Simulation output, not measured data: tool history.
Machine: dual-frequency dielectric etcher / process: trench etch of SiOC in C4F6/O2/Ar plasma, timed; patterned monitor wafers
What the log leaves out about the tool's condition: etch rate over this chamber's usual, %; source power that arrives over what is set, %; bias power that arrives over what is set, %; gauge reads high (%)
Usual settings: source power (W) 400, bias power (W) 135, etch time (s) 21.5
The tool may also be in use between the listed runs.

run   hour  source power (W)  bias power (W)  etch time (s)  wafers since the last listed run  hours since the last wet clean  hours since the last source power generator calibration  hours since the last bias power generator calibration  hours since the last upper electrode change  hours since the gauge calibration  read-back reference wafer on the same gauge, depth_nm  mean etch depth across the wafer (nm)
  1      0               400             135           21.5                                 0                            17.3                                                   2477.4                                                 1494.6                                       5405.3                              163.3                                                  33.75                                   39.7
  2     25               400             135           21.5                               506                            42.3                                                   2502.4                                                 1519.6                                       5430.3                              188.3                                                  33.74                                  39.49
  3   41.4               400             135           21.5                               332                            58.7                                                   2518.8                                                   1536                                       5446.7                              204.7                                                  33.71                                  39.17
  4   72.3               400             135           21.5                               626                            89.6                                                   2549.7                                                 1566.9                                       5477.6                              235.6                                                  33.79                                  39.63
  5  143.9               400             135           21.5                              1451                           161.2                                                   2621.3                                                 1638.5                                       5549.2                              307.2                                                  33.81                                  39.51
  6  172.8               400             135           21.5                               585                           190.1                                                   2650.2                                                 1667.4                                       5578.1                              336.1                                                  33.83                                  39.25
  7  233.9               400             135           21.5                              1238                           251.2                                                   2711.3                                                 1728.5                                       5639.2                              397.2                                                  33.72                                  38.86
  8  263.5               400             135           21.5                               599                           280.8                                                   2740.9                                                 1758.1                                       5668.8                              426.8                                                  33.78                                  39.05
  9  276.9               400             135           21.5                               271                           294.2                                                   2754.3                                                 1771.5                                       5682.2                              440.2                                                  33.76                                   38.8
 10  293.8               400             135           21.5                               342                           311.1                                                   2771.2                                                 1788.4                                       5699.1                              457.1                                                   33.8                                   38.8
     330.7  -- upper electrode replaced, of another model than before
 11  331.2               400             135           21.5                               271                           348.5                                                   2808.6                                                 1825.8                                          0.5                              494.5                                                  33.86                                  38.87
 12  355.4               400             135           21.5                               490                           372.7                                                   2832.8                                                   1850                                         24.7                              518.7                                                  33.77                                  38.46
 13  373.7               400             113           27.5                               370                             391                                                   2851.1                                                 1868.3                                           43                                537                                                   33.8                                  46.39
 14  403.7               450             135           21.5                               608                             421                                                   2881.1                                                 1898.3                                           73                                567                                                  33.79                                  41.59
 15  436.7               400             125             27                               668                             454                                                   2914.1                                                 1931.3                                          106                                600                                                  33.82                                  46.91
     463.5  -- source power generator calibrated
 16  470.2               400             135           21.5                               597                           487.5                                                      6.7                                                 1964.8                                        139.5                              633.5                                                  33.79                                  38.34
 17  487.7               400             109           21.5                               354                             505                                                     24.2                                                 1982.3                                          157                                651                                                  33.79                                  35.84
     550.7  -- gauge calibrated
     573.4  -- wet clean of the chamber
 18  573.9               460             135           21.5                              1260                             0.5                                                    110.4                                                 2068.5                                        243.2                               23.2                                                  33.79                                  43.27
 19  581.3               300             113           21.5                               149                             7.9                                                    117.8                                                 2075.9                                        250.6                               30.6                                                  33.79                                  30.63
 20    600               400             135             17                               379                            26.6                                                    136.5                                                 2094.6                                        269.3                               49.3                                                  33.75                                  31.54
     607.9  -- bias power generator calibrated
 21  612.1               400             147           23.5                               164                            38.7                                                    148.6                                                    4.2                                        281.4                               61.4                                                  33.72                                  44.67
 22  645.5               400             135           21.5                               676                            72.1                                                      182                                                   37.6                                        314.8                               94.8                                                  33.78                                  39.66
 23  674.3               400             144           21.5                               583                           100.9                                                    210.8                                                   66.4                                        343.6                              123.6                                                  33.87                                  40.22
 24  687.5               400             135           21.5                               267                           114.1                                                      224                                                   79.6                                        356.8                              136.8                                                  33.79                                  39.38
 25  719.5               440             135           21.5                               648                           146.1                                                      256                                                  111.6                                        388.8                              168.8                                                  33.77                                  41.83
 26  745.2               440             112           25.5                               520                           171.8                                                    281.7                                                  137.3                                        414.5                              194.5                                                  33.84                                   46.6
 27  764.2               400             121           26.5                               385                           190.8                                                    300.7                                                  156.3                                        433.5                              213.5                                                  33.71                                  46.75
 28  780.1               450             167           24.5                               322                           206.7                                                    316.6                                                  172.2                                        449.4                              229.4                                                   33.8                                  51.31
 29  814.2               400             135           21.5                               691                           240.8                                                    350.7                                                  206.3                                        483.5                              263.5                                                  33.79                                  39.21
 30  837.3               400             135           17.5                               468                           263.9                                                    373.8                                                  229.4                                        506.6                              286.6                                                  33.82                                  31.89

Predict each of these 4 candidate next runs independently; none follows another, all start after run 30:
  A  837.7               370             135           21.5                                 8                           264.3                                                    374.2                                                  229.8                                          507                                287                                                      ?                                      ?
  B  837.7               400             109           26.5                                 8                           264.3                                                    374.2                                                  229.8                                          507                                287                                                      ?                                      ?
  C  837.7               400             135           18.5                                 8                           264.3                                                    374.2                                                  229.8                                          507                                287                                                      ?                                      ?
  D  837.7               350             110           23.5                                 8                           264.3                                                    374.2                                                  229.8                                          507                                287                                                      ?                                      ?

run  read-back reference wafer on the same gauge, depth_nm  mean etch depth across the wafer (nm)
  A                                                  33.83                                  37.26
  B                                                  33.83                                  45.37
  C                                                  33.83                                   33.8
  D                                                  33.83                                  36.73
Had the tool no hidden state, the same runs would have come out as:
run  mean etch depth across the wafer (nm)
  A                                  37.86
  B                                   46.1
  C                                  34.34
  D                                  37.33
